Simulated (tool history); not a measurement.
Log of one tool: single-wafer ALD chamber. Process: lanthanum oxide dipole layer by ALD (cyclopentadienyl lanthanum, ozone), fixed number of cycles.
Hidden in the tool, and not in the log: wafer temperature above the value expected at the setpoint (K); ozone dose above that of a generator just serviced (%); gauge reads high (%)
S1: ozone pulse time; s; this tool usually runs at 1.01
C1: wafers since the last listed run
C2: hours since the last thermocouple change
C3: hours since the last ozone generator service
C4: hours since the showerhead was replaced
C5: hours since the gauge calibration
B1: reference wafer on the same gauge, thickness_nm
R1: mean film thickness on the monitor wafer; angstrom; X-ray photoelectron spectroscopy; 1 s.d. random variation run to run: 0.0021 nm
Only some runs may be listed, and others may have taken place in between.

run 1 hour=0.0 | S1=1.01 | C1=0 C2=970.1 C3=626.9 C4=3588.1 C5=216.0 | B1=0.474 | R1=4.55
run 2 hour=22.2 | S1=0.86 | C1=245 C2=992.3 C3=649.1 C4=3610.3 C5=238.2 | B1=0.474 | R1=4.08
run 3 hour=37.7 | S1=0.86 | C1=171 C2=1007.8 C3=664.6 C4=3625.8 C5=253.7 | B1=0.474 | R1=4.02
run 4 hour=60.6 | S1=0.84 | C1=253 C2=1030.7 C3=687.5 C4=3648.7 C5=276.6 | B1=0.474 | R1=3.94
run 5 hour=83.2 | S1=0.84 | C1=249 C2=1053.3 C3=710.1 C4=3671.3 C5=299.2 | B1=0.474 | R1=3.94
run 6 hour=107.3 | S1=0.87 | C1=266 C2=1077.4 C3=734.2 C4=3695.4 C5=323.3 | B1=0.474 | R1=4.11
run 7 hour=130.1 | S1=0.87 | C1=252 C2=1100.2 C3=757.0 C4=3718.2 C5=346.1 | B1=0.473 | R1=4.06
run 8 hour=156.5 | S1=0.87 | C1=291 C2=1126.6 C3=783.4 C4=3744.6 C5=372.5 | B1=0.473 | R1=4.09
run 9 hour=180.4 | S1=0.74 | C1=264 C2=1150.5 C3=807.3 C4=3768.5 C5=396.4 | B1=0.474 | R1=3.37
run 10 hour=213.3 | S1=1.13 | C1=363 C2=1183.4 C3=840.2 C4=3801.4 C5=429.3 | B1=0.475 | R1=4.82
-- hour=221.6 ozone generator serviced
run 11 hour=246.7 | S1=1.13 | C1=280 C2=1216.8 C3=25.1 C4=3834.8 C5=462.7 | B1=0.474 | R1=4.64
run 12 hour=276.6 | S1=1.26 | C1=330 C2=1246.7 C3=55.0 C4=3864.7 C5=492.6 | B1=0.474 | R1=4.87
run 13 hour=300.1 | S1=1.26 | C1=259 C2=1270.2 C3=78.5 C4=3888.2 C5=516.1 | B1=0.474 | R1=4.86
run 14 hour=317.9 | S1=1.01 | C1=196 C2=1288.0 C3=96.3 C4=3906.0 C5=533.9 | B1=0.474 | R1=4.31
run 15 hour=343.9 | S1=1.01 | C1=287 C2=1314.0 C3=122.3 C4=3932.0 C5=559.9 | B1=0.474 | R1=4.29
run 16 hour=377.4 | S1=1.01 | C1=370 C2=1347.5 C3=155.8 C4=3965.5 C5=593.4 | B1=0.474 | R1=4.29
run 17 hour=403.4 | S1=1.01 | C1=287 C2=1373.5 C3=181.8 C4=3991.5 C5=619.4 | B1=0.474 | R1=4.26
-- hour=405.6 gauge calibrated
run 18 hour=420.0 | S1=0.64 | C1=183 C2=1390.1 C3=198.4 C4=4008.1 C5=14.4 | B1=0.474 | R1=2.38
-- hour=447.0 ozone generator serviced, repeated, since the last time left the tool worse
run 19 hour=447.5 | S1=1.22 | C1=215 C2=1417.6 C3=0.5 C4=4035.6 C5=41.9 | B1=0.474 | R1=5.10
run 20 hour=516.7 | S1=1.20 | C1=764 C2=1486.8 C3=69.7 C4=4104.8 C5=111.1 | B1=0.473 | R1=5.07
run 21 hour=550.4 | S1=0.88 | C1=372 C2=1520.5 C3=103.4 C4=4138.5 C5=144.8 | B1=0.473 | R1=4.31
run 22 hour=584.0 | S1=0.79 | C1=371 C2=1554.1 C3=137.0 C4=4172.1 C5=178.4 | B1=0.474 | R1=3.90
run 23 hour=599.6 | S1=1.41 | C1=172 C2=1569.7 C3=152.6 C4=4187.7 C5=194.0 | B1=0.473 | R1=5.28
run 24 hour=630.4 | S1=0.69 | C1=340 C2=1600.5 C3=183.4 C4=4218.5 C5=224.8 | B1=0.474 | R1=3.26
run 25 hour=645.9 | S1=1.24 | C1=171 C2=1616.0 C3=198.9 C4=4234.0 C5=240.3 | B1=0.473 | R1=5.11
-- hour=671.8 thermocouple changed; heater temperature recalibrated
run 26 hour=673.6 | S1=1.01 | C1=217 C2=1.8 C3=226.6 C4=4261.7 C5=268.0 | B1=0.474 | R1=4.69
run 27 hour=706.5 | S1=0.66 | C1=363 C2=34.7 C3=259.5 C4=4294.6 C5=300.9 | B1=0.474 | R1=3.00
-- hour=769.5 showerhead replaced
run 28 hour=772.4 | S1=0.78 | C1=640 C2=100.6 C3=325.4 C4=2.9 C5=366.8 | B1=0.474 | R1=3.76
run 29 hour=798.9 | S1=1.01 | C1=292 C2=127.1 C3=351.9 C4=29.4 C5=393.3 | B1=0.474 | R1=4.66
run 30 hour=826.0 | S1=1.13 | C1=299 C2=154.2 C3=379.0 C4=56.5 C5=420.4 | B1=0.474 | R1=4.92
run 31 hour=840.4 | S1=0.75 | C1=159 C2=168.6 C3=393.4 C4=70.9 C5=434.8 | B1=0.475 | R1=3.59
run 32 hour=947.4 | S1=0.73 | C1=1182 C2=275.6 C3=500.4 C4=177.9 C5=541.8 | B1=0.473 | R1=3.41
run 33 hour=979.7 | S1=1.28 | C1=357 C2=307.9 C3=532.7 C4=210.2 C5=574.1 | B1=0.474 | R1=5.10
run 34 hour=1004.7 | S1=1.01 | C1=276 C2=332.9 C3=557.7 C4=235.2 C5=599.1 | B1=0.473 | R1=4.62

What the log doesn't show, run by run:
wafer temperature above the value expected at the setpoint (K): 0 on each run
gauge reads high (%): 0 on each run
H1: ozone dose above that of a generator just serviced (%)
run=1 H1=-6.19
run=2 H1=-6.39
run=3 H1=-6.53
run=4 H1=-6.74
run=5 H1=-6.94
run=6 H1=-7.16
run=7 H1=-7.37
run=8 H1=-7.61
run=9 H1=-7.83
run=10 H1=-8.13
run=11 H1=-13.3
run=12 H1=-13.6
run=13 H1=-13.8
run=14 H1=-14
run=15 H1=-14.2
run=16 H1=-14.5
run=17 H1=-14.8
run=18 H1=-14.9
run=19 H1=-0.853
run=20 H1=-1.48
run=21 H1=-1.79
run=22 H1=-2.1
run=23 H1=-2.24
run=24 H1=-2.52
run=25 H1=-2.66
run=26 H1=-2.91
run=27 H1=-3.21
run=28 H1=-3.81
run=29 H1=-4.06
run=30 H1=-4.3
run=31 H1=-4.43
run=32 H1=-5.41
run=33 H1=-5.7
run=34 H1=-5.93

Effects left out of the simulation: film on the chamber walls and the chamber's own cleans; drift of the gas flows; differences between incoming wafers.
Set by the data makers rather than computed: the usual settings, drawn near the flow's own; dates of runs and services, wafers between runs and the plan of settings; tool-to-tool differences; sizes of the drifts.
